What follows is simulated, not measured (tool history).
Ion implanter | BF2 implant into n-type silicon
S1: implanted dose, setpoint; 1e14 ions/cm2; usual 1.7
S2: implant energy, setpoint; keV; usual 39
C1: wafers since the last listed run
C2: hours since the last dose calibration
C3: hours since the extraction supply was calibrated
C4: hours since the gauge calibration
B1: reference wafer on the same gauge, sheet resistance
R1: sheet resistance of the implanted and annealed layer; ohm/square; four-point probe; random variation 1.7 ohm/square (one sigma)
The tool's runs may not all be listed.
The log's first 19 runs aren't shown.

run	day	S1	S2	C1	C2	C3	C4	B1	R1
20	54.679	1.34	50	1181	918.9	479.6	2731.8	527.04	615.15
21	56.617	1.92	33	1405	965.4	526.1	2778.3	526.56	491.57
22	60.225	2.03	48	2617	1052	612.7	2864.9	527.38	458.02
# day 61.579: gauge calibrated
23	64.029	1.7	39	2759	1143.3	704	58.8	526.69	533.58
24	67.629	2.13	39	2611	1229.7	790.4	145.2	526.89	450.29
25	71.179	1.7	39	2575	1314.9	875.6	230.4	527.13	533.69
26	75.629	1.7	39	3228	1421.7	982.4	337.2	527.31	533.61
27	79.792	1.96	52	3019	1521.6	1082.3	437.1	526.7	468.86
28	83.15	1.48	44	2436	1602.2	1162.9	517.7	526.96	585.12
29	87.262	1.3	39	2983	1700.9	1261.6	616.4	527.17	654.76
30	89.05	1.7	39	1296	1743.8	1304.5	659.3	527.17	541.1
31	92.062	1.92	32.5	2185	1816.1	1376.8	731.6	526.87	497.12
32	96.412	2.09	29.5	3156	1920.5	1481.2	836	527.11	472.9
33	99.321	1.7	39	2110	1990.3	1551	905.8	527.53	542.59
34	102.708	1.7	39	2457	2071.6	1632.3	987.1	526.6	541.21
35	105.6	1.23	31	2097	2141	1701.7	1056.5	527.08	716.08
36	108.35	1.7	34	1995	2207	1767.7	1122.5	527.09	553.07

5 ways to go on from here, each from the tool as it stands after run 36. What would each give?
A	108.367	2.18	39	12	2207.4	1768.1	1122.9	?	?
B	108.367	1.57	29	12	2207.4	1768.1	1122.9	?	?
C	108.367	1.7	43	12	2207.4	1768.1	1122.9	?	?
D	108.367	1.99	29.5	12	2207.4	1768.1	1122.9	?	?
E	108.367	1.32	39	12	2207.4	1768.1	1122.9	?	?

run	B1	R1
A	526.86	455.51
B	526.86	604.34
C	526.86	543.23
D	526.86	498.58
E	526.86	661.53
Without the tool's hidden state the same runs would have given:
run	R1
A	441.7
B	585.34
C	527.8
D	482.8
E	642.34
